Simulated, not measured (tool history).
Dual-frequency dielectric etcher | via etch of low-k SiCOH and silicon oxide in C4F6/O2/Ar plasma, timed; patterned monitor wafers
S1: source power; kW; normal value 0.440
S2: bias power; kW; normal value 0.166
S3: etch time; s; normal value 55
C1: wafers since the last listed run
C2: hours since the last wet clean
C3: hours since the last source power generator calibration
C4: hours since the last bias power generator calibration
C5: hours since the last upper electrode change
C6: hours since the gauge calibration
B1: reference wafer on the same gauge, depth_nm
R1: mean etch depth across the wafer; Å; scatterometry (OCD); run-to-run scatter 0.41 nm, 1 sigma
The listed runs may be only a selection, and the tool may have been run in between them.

run 1 hour=0.0 | S1=0.440 S2=0.166 S3=63 | C1=0 C2=583.2 C3=3770.9 C4=2109.3 C5=4997.2 C6=63.0 | B1=118.1 | R1=1392
run 2 hour=8.2 | S1=0.440 S2=0.166 S3=55 | C1=134 C2=591.4 C3=3779.1 C4=2117.5 C5=5005.4 C6=71.2 | B1=118.0 | R1=1210
run 3 hour=20.4 | S1=0.440 S2=0.166 S3=55 | C1=199 C2=603.6 C3=3791.3 C4=2129.7 C5=5017.6 C6=83.4 | B1=117.9 | R1=1204
-- hour=53.7 wet clean of the chamber
run 4 hour=54.2 | S1=0.440 S2=0.166 S3=55 | C1=160 C2=0.5 C3=3825.1 C4=2163.5 C5=5051.4 C6=117.2 | B1=117.9 | R1=1290
run 5 hour=54.6 | S1=0.440 S2=0.166 S3=55 | C1=6 C2=0.9 C3=3825.5 C4=2163.9 C5=5051.8 C6=117.6 | B1=118.1 | R1=1291
run 6 hour=55.8 | S1=0.500 S2=0.166 S3=55 | C1=19 C2=2.1 C3=3826.7 C4=2165.1 C5=5053.0 C6=118.8 | B1=118.2 | R1=1330
run 7 hour=71.3 | S1=0.500 S2=0.166 S3=55 | C1=253 C2=17.6 C3=3842.2 C4=2180.6 C5=5068.5 C6=134.3 | B1=118.1 | R1=1327
-- hour=98.2 upper electrode replaced
run 8 hour=98.7 | S1=0.500 S2=0.166 S3=55 | C1=55 C2=45.0 C3=3869.6 C4=2208.0 C5=0.5 C6=161.7 | B1=118.0 | R1=1315
run 9 hour=99.1 | S1=0.440 S2=0.166 S3=55 | C1=6 C2=45.4 C3=3870.0 C4=2208.4 C5=0.9 C6=162.1 | B1=118.0 | R1=1287
-- hour=100.4 gauge calibrated
run 10 hour=105.2 | S1=0.440 S2=0.166 S3=55 | C1=99 C2=51.5 C3=3876.1 C4=2214.5 C5=7.0 C6=4.8 | B1=118.2 | R1=1290
run 11 hour=113.7 | S1=0.520 S2=0.195 S3=55 | C1=139 C2=60.0 C3=3884.6 C4=2223.0 C5=15.5 C6=13.3 | B1=117.9 | R1=1423
-- hour=119.9 source power generator calibrated
run 12 hour=125.2 | S1=0.380 S2=0.181 S3=63 | C1=122 C2=71.5 C3=5.3 C4=2234.5 C5=27.0 C6=24.8 | B1=118.1 | R1=1473
-- hour=131.7 bias power generator calibrated
run 13 hour=133.0 | S1=0.500 S2=0.206 S3=55 | C1=62 C2=79.3 C3=13.1 C4=1.3 C5=34.8 C6=32.6 | B1=118.0 | R1=1436
run 14 hour=143.8 | S1=0.410 S2=0.166 S3=55 | C1=176 C2=90.1 C3=23.9 C4=12.1 C5=45.6 C6=43.4 | B1=118.1 | R1=1260
run 15 hour=156.2 | S1=0.440 S2=0.166 S3=55 | C1=203 C2=102.5 C3=36.3 C4=24.5 C5=58.0 C6=55.8 | B1=118.0 | R1=1283
run 16 hour=166.4 | S1=0.440 S2=0.137 S3=62 | C1=167 C2=112.7 C3=46.5 C4=34.7 C5=68.2 C6=66.0 | B1=118.1 | R1=1333

Forecast each of these 3 alternatives for the next run:
run A hour=166.8 | S1=0.440 S2=0.166 S3=55 | C1=6 C2=113.1 C3=46.9 C4=35.1 C5=68.6 C6=66.4 | B1=? | R1=?
run B hour=166.8 | S1=0.400 S2=0.166 S3=64 | C1=6 C2=113.1 C3=46.9 C4=35.1 C5=68.6 C6=66.4 | B1=? | R1=?
run C hour=166.8 | S1=0.440 S2=0.196 S3=55 | C1=6 C2=113.1 C3=46.9 C4=35.1 C5=68.6 C6=66.4 | B1=? | R1=?

run=A B1=118.1 R1=1280
run=B B1=118.1 R1=1460
run=C B1=118.1 R1=1368
Had the tool no hidden state, the same runs would have come out as:
run=A R1=1294
run=B R1=1475
run=C R1=1382
